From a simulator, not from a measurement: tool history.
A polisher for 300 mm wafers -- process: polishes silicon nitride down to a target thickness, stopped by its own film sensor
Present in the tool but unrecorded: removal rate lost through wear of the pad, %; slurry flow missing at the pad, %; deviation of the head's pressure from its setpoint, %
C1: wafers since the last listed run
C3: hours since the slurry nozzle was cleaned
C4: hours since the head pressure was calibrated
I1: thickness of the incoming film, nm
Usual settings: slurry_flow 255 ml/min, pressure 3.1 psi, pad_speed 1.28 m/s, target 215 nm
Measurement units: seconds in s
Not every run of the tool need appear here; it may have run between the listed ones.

run 1 hour=0.0 | slurry_flow=255 pressure=3.1 pad_speed=1.52 target=215 | C1=0 wafers_polished_on_this_pad=1486 C3=426.8 C4=553.4 | I1=347.3 | seconds=68.2
-- hour=32.6 head pressure recalibrated
run 2 hour=34.0 | slurry_flow=255 pressure=3.1 pad_speed=1.52 target=215 | C1=396 wafers_polished_on_this_pad=1883 C3=460.8 C4=1.4 | I1=352.1 | seconds=69.4
run 3 hour=126.0 | slurry_flow=255 pressure=3.1 pad_speed=1.28 target=215 | C1=1139 wafers_polished_on_this_pad=3023 C3=552.8 C4=93.4 | I1=349.0 | seconds=84.2
run 4 hour=161.4 | slurry_flow=255 pressure=3.1 pad_speed=1.28 target=215 | C1=438 wafers_polished_on_this_pad=3461 C3=588.2 C4=128.8 | I1=344.9 | seconds=80.6
run 5 hour=218.2 | slurry_flow=255 pressure=3.1 pad_speed=1.28 target=215 | C1=703 wafers_polished_on_this_pad=4165 C3=645.0 C4=185.6 | I1=351.8 | seconds=88.1
run 6 hour=281.6 | slurry_flow=255 pressure=3.8 pad_speed=1.28 target=215 | C1=785 wafers_polished_on_this_pad=4950 C3=708.4 C4=249.0 | I1=355.8 | seconds=80.5
-- hour=319.1 worn pad replaced by a new one
run 7 hour=319.6 | slurry_flow=255 pressure=3.8 pad_speed=1.28 target=215 | C1=421 wafers_polished_on_this_pad=6 C3=746.4 C4=287.0 | I1=345.3 | seconds=64.9
run 8 hour=351.7 | slurry_flow=255 pressure=3.8 pad_speed=1.28 target=215 | C1=397 wafers_polished_on_this_pad=403 C3=778.5 C4=319.1 | I1=349.0 | seconds=66.5
-- hour=384.5 slurry nozzle cleaned
run 9 hour=416.0 | slurry_flow=255 pressure=3.1 pad_speed=1.28 target=215 | C1=784 wafers_polished_on_this_pad=1188 C3=31.5 C4=383.4 | I1=348.3 | seconds=76.0
run 10 hour=474.6 | slurry_flow=255 pressure=3.1 pad_speed=1.28 target=215 | C1=726 wafers_polished_on_this_pad=1914 C3=90.1 C4=442.0 | I1=349.2 | seconds=79.7
run 11 hour=529.3 | slurry_flow=255 pressure=3.1 pad_speed=1.06 target=215 | C1=677 wafers_polished_on_this_pad=2591 C3=144.8 C4=496.7 | I1=346.7 | seconds=90.7
run 12 hour=600.9 | slurry_flow=255 pressure=3.1 pad_speed=1.06 target=215 | C1=887 wafers_polished_on_this_pad=3478 C3=216.4 C4=568.3 | I1=347.7 | seconds=97.3
run 13 hour=634.4 | slurry_flow=255 pressure=2.5 pad_speed=1.28 target=215 | C1=415 wafers_polished_on_this_pad=3894 C3=249.9 C4=601.8 | I1=349.2 | seconds=103.6
-- hour=637.4 head pressure recalibrated
run 14 hour=659.4 | slurry_flow=255 pressure=2.5 pad_speed=1.28 target=215 | C1=284 wafers_polished_on_this_pad=4179 C3=274.9 C4=22.0 | I1=348.6 | seconds=102.8
-- hour=703.1 worn pad replaced by a new one
run 15 hour=722.4 | slurry_flow=255 pressure=2.5 pad_speed=1.28 target=215 | C1=730 wafers_polished_on_this_pad=238 C3=337.9 C4=85.0 | I1=356.2 | seconds=98.0
run 16 hour=778.9 | slurry_flow=255 pressure=3.1 pad_speed=1.28 target=215 | C1=700 wafers_polished_on_this_pad=938 C3=394.4 C4=141.5 | I1=353.9 | seconds=80.7
run 17 hour=812.4 | slurry_flow=255 pressure=3.1 pad_speed=1.28 target=239 | C1=415 wafers_polished_on_this_pad=1353 C3=427.9 C4=175.0 | I1=347.2 | seconds=63.3
run 18 hour=865.7 | slurry_flow=255 pressure=3.1 pad_speed=1.28 target=239 | C1=660 wafers_polished_on_this_pad=2014 C3=481.2 C4=228.3 | I1=353.2 | seconds=66.4
-- hour=1027.2 slurry nozzle cleaned
-- hour=1046.4 worn pad replaced by a new one
run 19 hour=1060.9 | slurry_flow=210 pressure=3.1 pad_speed=1.02 target=215 | C1=2356 wafers_polished_on_this_pad=179 C3=33.7 C4=423.5 | I1=355.5 | seconds=97.5
run 20 hour=1112.5 | slurry_flow=195 pressure=3.1 pad_speed=1.42 target=192 | C1=639 wafers_polished_on_this_pad=818 C3=85.3 C4=475.1 | I1=346.3 | seconds=83.8
run 21 hour=1168.4 | slurry_flow=255 pressure=3.7 pad_speed=1.54 target=215 | C1=692 wafers_polished_on_this_pad=1511 C3=141.2 C4=531.0 | I1=344.5 | seconds=55.4
run 22 hour=1204.0 | slurry_flow=255 pressure=3.1 pad_speed=1.42 target=183 | C1=441 wafers_polished_on_this_pad=1952 C3=176.8 C4=566.6 | I1=348.1 | seconds=86.0
-- hour=1229.0 head pressure recalibrated
run 23 hour=1266.3 | slurry_flow=255 pressure=3.1 pad_speed=1.28 target=203 | C1=747 wafers_polished_on_this_pad=2699 C3=239.1 C4=37.3 | I1=346.7 | seconds=84.7
run 24 hour=1321.1 | slurry_flow=210 pressure=3.1 pad_speed=1.02 target=215 | C1=678 wafers_polished_on_this_pad=3378 C3=293.9 C4=92.1 | I1=345.7 | seconds=94.7
run 25 hour=1387.0 | slurry_flow=255 pressure=3.1 pad_speed=1.28 target=215 | C1=816 wafers_polished_on_this_pad=4194 C3=359.8 C4=158.0 | I1=355.9 | seconds=87.1
-- hour=1450.2 worn pad replaced by a new one
run 26 hour=1450.7 | slurry_flow=200 pressure=3.1 pad_speed=1.40 target=215 | C1=739 wafers_polished_on_this_pad=6 C3=423.5 C4=221.7 | I1=342.8 | seconds=69.6
run 27 hour=1505.7 | slurry_flow=255 pressure=3.1 pad_speed=1.28 target=215 | C1=681 wafers_polished_on_this_pad=688 C3=478.5 C4=276.7 | I1=355.7 | seconds=81.3
run 28 hour=1576.9 | slurry_flow=255 pressure=3.1 pad_speed=1.28 target=215 | C1=882 wafers_polished_on_this_pad=1570 C3=549.7 C4=347.9 | I1=350.1 | seconds=79.9
run 29 hour=1608.0 | slurry_flow=170 pressure=3.1 pad_speed=1.28 target=201 | C1=385 wafers_polished_on_this_pad=1955 C3=580.8 C4=379.0 | I1=352.1 | seconds=94.5
run 30 hour=1663.7 | slurry_flow=255 pressure=2.2 pad_speed=1.28 target=215 | C1=690 wafers_polished_on_this_pad=2645 C3=636.5 C4=434.7 | I1=347.9 | seconds=110.2
run 31 hour=1692.4 | slurry_flow=255 pressure=3.1 pad_speed=1.28 target=215 | C1=355 wafers_polished_on_this_pad=3001 C3=665.2 C4=463.4 | I1=345.5 | seconds=80.0
-- hour=1709.3 slurry nozzle cleaned
run 32 hour=1760.1 | slurry_flow=190 pressure=3.1 pad_speed=1.06 target=215 | C1=826 wafers_polished_on_this_pad=3827 C3=50.8 C4=531.1 | I1=351.4 | seconds=98.3
run 33 hour=1793.0 | slurry_flow=255 pressure=3.1 pad_speed=1.50 target=215 | C1=407 wafers_polished_on_this_pad=4235 C3=83.7 C4=564.0 | I1=351.4 | seconds=75.8
run 34 hour=1827.4 | slurry_flow=255 pressure=3.9 pad_speed=1.28 target=215 | C1=426 wafers_polished_on_this_pad=4661 C3=118.1 C4=598.4 | I1=354.0 | seconds=72.2
-- hour=1883.3 worn pad replaced by a new one
run 35 hour=1888.5 | slurry_flow=255 pressure=3.1 pad_speed=1.28 target=215 | C1=707 wafers_polished_on_this_pad=63 C3=179.2 C4=659.5 | I1=351.5 | seconds=77.8
-- hour=1901.1 head pressure recalibrated
run 36 hour=1952.7 | slurry_flow=255 pressure=3.1 pad_speed=1.28 target=215 | C1=770 wafers_polished_on_this_pad=834 C3=243.4 C4=51.6 | I1=347.5 | seconds=75.2

What the log doesn't show, run by run:
deviation of the head's pressure from its setpoint, %: 0 across all the runs
H1: removal rate lost through wear of the pad, %
H2: slurry flow missing at the pad, %
run=1 H1=2.27 H2=17
run=2 H1=3 H2=19.3
run=3 H1=5.9 H2=26.5
run=4 H1=7.37 H2=29.5
run=5 H1=10.1 H2=34.9
run=6 H1=13.8 H2=41.5
run=7 H1=1.27 H2=45.7
run=8 H1=1.35 H2=49.4
run=9 H1=2.01 H2=5.24
run=10 H1=3.17 H2=5.79
run=11 H1=4.74 H2=6.77
run=12 H1=7.51 H2=8.74
run=13 H1=9.09 H2=9.94
run=14 H1=10.4 H2=10.9
run=15 H1=1.45 H2=13.9
run=16 H1=1.87 H2=17.1
run=17 H1=2.36 H2=19.2
run=18 H1=3.5 H2=22.9
run=19 H1=1.47 H2=2.78
run=20 H1=1.8 H2=3.25
run=21 H1=2.63 H2=4.22
run=22 H1=3.41 H2=5.09
run=23 H1=5.26 H2=7.07
run=24 H1=7.39 H2=9.3
run=25 H1=10.6 H2=12.6
run=26 H1=0.859 H2=16.4
run=27 H1=1.1 H2=20.2
run=28 H1=2.12 H2=25.8
run=29 H1=2.82 H2=28.5
run=30 H1=4.45 H2=33.7
run=31 H1=5.48 H2=36.5
run=32 H1=8.42 H2=1.71
run=33 H1=10.1 H2=2.05
run=34 H1=12.1 H2=2.58
run=35 H1=0.964 H2=3.97
run=36 H1=1.34 H2=6.04

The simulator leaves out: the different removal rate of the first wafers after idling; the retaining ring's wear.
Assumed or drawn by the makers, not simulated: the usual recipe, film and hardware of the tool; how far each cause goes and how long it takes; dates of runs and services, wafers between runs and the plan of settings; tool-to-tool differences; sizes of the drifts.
